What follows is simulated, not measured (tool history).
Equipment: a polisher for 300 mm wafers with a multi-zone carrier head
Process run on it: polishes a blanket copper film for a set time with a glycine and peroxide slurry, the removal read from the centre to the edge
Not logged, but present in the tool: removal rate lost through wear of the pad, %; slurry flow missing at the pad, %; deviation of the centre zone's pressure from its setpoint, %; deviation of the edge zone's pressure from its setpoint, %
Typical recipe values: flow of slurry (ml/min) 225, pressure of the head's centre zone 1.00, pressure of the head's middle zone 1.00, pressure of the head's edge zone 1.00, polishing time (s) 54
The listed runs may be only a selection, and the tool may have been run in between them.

run,day,flow of slurry (ml/min),pressure of the head's centre zone,pressure of the head's middle zone,pressure of the head's edge zone,polishing time (s),wafers since the last listed run,wafers polished on this pad,hours since the slurry nozzle was cleaned,hours since the centre zone pressure was calibrated,hours since the edge zone pressure was calibrated,hours since the carrier head's membrane was replaced,"incoming thickness of the incoming film, nm",film removed at the wafer's centre (Å),film removed at mid-radius (Å),film removed at the wafer's edge (Å)
1,0.000,225,1.00,1.00,1.00,54,0,2289,255.2,405.2,88.7,625.7,2081.5,2499,2643,2632
# day 0.233: centre zone pressure recalibrated
2,2.300,255,1.00,0.91,1.00,54,390,2680,310.4,49.6,143.9,680.9,2101.9,2591,2452,2609
3,3.850,270,1.00,1.00,1.00,54,273,2953,347.6,86.8,181.1,718.1,2074.2,2668,2699,2694
# day 4.825: worn pad replaced by a new one
4,5.829,225,1.00,1.00,0.88,54,319,177,395.1,134.3,228.6,765.6,2093.7,2453,2600,2440
# day 8.092: slurry nozzle cleaned, repeated, since the last time left the tool worse
5,8.121,225,1.00,1.05,1.08,54,396,573,0.7,189.3,283.6,820.6,2053.0,2870,3033,2789
6,10.088,225,1.00,1.00,1.00,54,346,920,47.9,236.5,330.8,867.8,2083.3,2869,2889,2763
7,12.400,225,1.00,1.00,1.00,54,407,1328,103.4,292.0,386.3,923.3,2072.6,2882,2860,2795
8,14.538,225,1.00,1.00,1.00,54,376,1705,154.7,343.3,437.6,974.6,2093.4,2796,2859,2791
# day 14.783: edge zone pressure recalibrated
9,15.917,225,1.00,1.00,1.00,54,228,1934,187.8,376.4,27.2,1007.7,2047.2,2847,2856,2768
# day 17.267: carrier head's membrane replaced by a new one
# day 17.933: centre zone pressure recalibrated
# day 20.004: worn pad replaced by a new one
10,22.258,165,0.92,1.00,1.00,54,1037,397,340.0,103.8,179.4,119.8,2100.7,2489,2727,2665
11,24.767,225,1.00,1.00,1.00,70,442,839,400.2,164.0,239.6,180.0,2096.7,3728,3767,3588
12,27.367,225,1.00,1.00,1.00,54,458,1298,462.6,226.4,302.0,242.4,2119.7,2824,2835,2797
13,29.533,225,1.00,1.00,1.00,54,382,1680,514.6,278.4,354.0,294.4,2109.5,2791,2872,2809
14,30.675,225,1.00,1.00,1.00,54,201,1882,542.0,305.8,381.4,321.8,2109.6,2825,2802,2759
15,32.233,290,1.00,0.92,1.03,64,274,2156,579.4,343.2,418.8,359.2,2060.1,3412,3269,3366
16,33.979,225,1.00,1.11,0.90,54,307,2464,621.3,385.1,460.7,401.1,2104.8,2798,3085,2633
# day 34.358: edge zone pressure recalibrated
# day 34.762: centre zone pressure recalibrated
17,35.721,290,1.00,0.90,1.00,54,277,2742,663.1,23.0,32.7,442.9,2079.1,2859,2637,2775
18,37.008,225,1.00,1.00,1.00,54,227,2969,694.0,53.9,63.6,473.8,2083.7,2810,2826,2720
# day 38.942: slurry nozzle cleaned
19,38.962,300,1.00,1.05,1.00,54,337,3306,0.5,100.8,110.5,520.7,2093.3,2957,3088,2830
# day 39.921: worn pad replaced by a new one
20,40.458,225,1.00,1.00,1.08,54,234,95,36.4,136.7,146.4,556.6,2087.0,2893,2896,2855
21,42.271,225,1.07,1.06,0.90,54,319,414,79.9,180.2,189.9,600.1,2091.7,3048,3014,2662

For some of the steps in film removed at the wafer's centre (Å) from one run to the next: how much would appear even if the tool had no hidden state, given the settings, what came in and random variation, and how much remains for the hidden state plus any gauge scatter that the measured result and the result without hidden state don't share?
Run 4 -> 5: pressure of the head's middle zone 1.00 -> 1.05, pressure of the head's edge zone 0.88 -> 1.08, slurry nozzle cleaned, repeated, since the last time left the tool worse. film removed at the wafer's centre (Å) +417: hidden state +357, all else +60.
Run 10 -> 11: flow of slurry (ml/min) 165 -> 225, pressure of the head's centre zone 0.92 -> 1.00, polishing time (s) 54 -> 70. film removed at the wafer's centre (Å) +1239: hidden state -16, all else +1255.
Run 11 -> 12: polishing time (s) 70 -> 54. film removed at the wafer's centre (Å) -904: hidden state +0, all else -904.
Run 18 -> 19: flow of slurry (ml/min) 225 -> 300, pressure of the head's middle zone 1.00 -> 1.05, slurry nozzle cleaned. film removed at the wafer's centre (Å) +147: hidden state +119, all else +28.
